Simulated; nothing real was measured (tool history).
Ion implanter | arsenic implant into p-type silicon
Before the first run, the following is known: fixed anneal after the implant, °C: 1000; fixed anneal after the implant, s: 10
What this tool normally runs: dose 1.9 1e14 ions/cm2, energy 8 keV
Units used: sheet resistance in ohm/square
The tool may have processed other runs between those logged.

run,hour,dose,energy,"read-back reference wafer on the same gauge, sheet resistance",sheet resistance
1,0,1.7,10,393.89,470.09
2,18.6,1.7,10,393.08,466.1
3,36.3,1.9,8,392.84,441.71
4,68,1.9,8,392.4,445.73
5,101.5,1.9,8,393.13,445.46
6,134.6,1.9,8,392.4,441.33
# hour 152.6: extraction supply calibrated
7,163.9,1.9,8,393.4,442.67
8,188.1,1.9,10,393.64,433.51
9,216.9,1.9,9,393.79,432.2
10,243.9,1.35,9.5,392.6,557.04
# hour 262.8: Faraday cup replaced and dose calibrated
11,263.3,1.39,10.5,393.59,545
12,273.8,2.11,10.5,392.45,398.18
# hour 285.7: gauge calibrated
13,291.5,1.9,8,392.4,442.76
14,306.2,1.9,8,391.94,440.96
15,335.7,1.57,8,392.87,516.86
16,363,2.38,8,393.75,374.26
17,380.1,1.9,6,393.2,458.06
18,397.1,1.48,8,393.25,531.22

Predict each of these 5 candidate next runs independently; none follows another, all start after run 18:
A,397.5,1.9,8,?,?
B,397.5,1.5,6.5,?,?
C,397.5,1.75,9.5,?,?
D,397.5,1.49,7,?,?
E,397.5,2.04,8,?,?

run,"read-back reference wafer on the same gauge, sheet resistance",sheet resistance
A,392.79,446.64
B,392.79,547.7
C,392.79,465.66
D,392.79,545.63
E,392.79,423.2
Stripped of hidden state, with their random variation kept, the same runs would have yielded:
run,sheet resistance
A,446.64
B,547.7
C,465.66
D,545.63
E,423.2
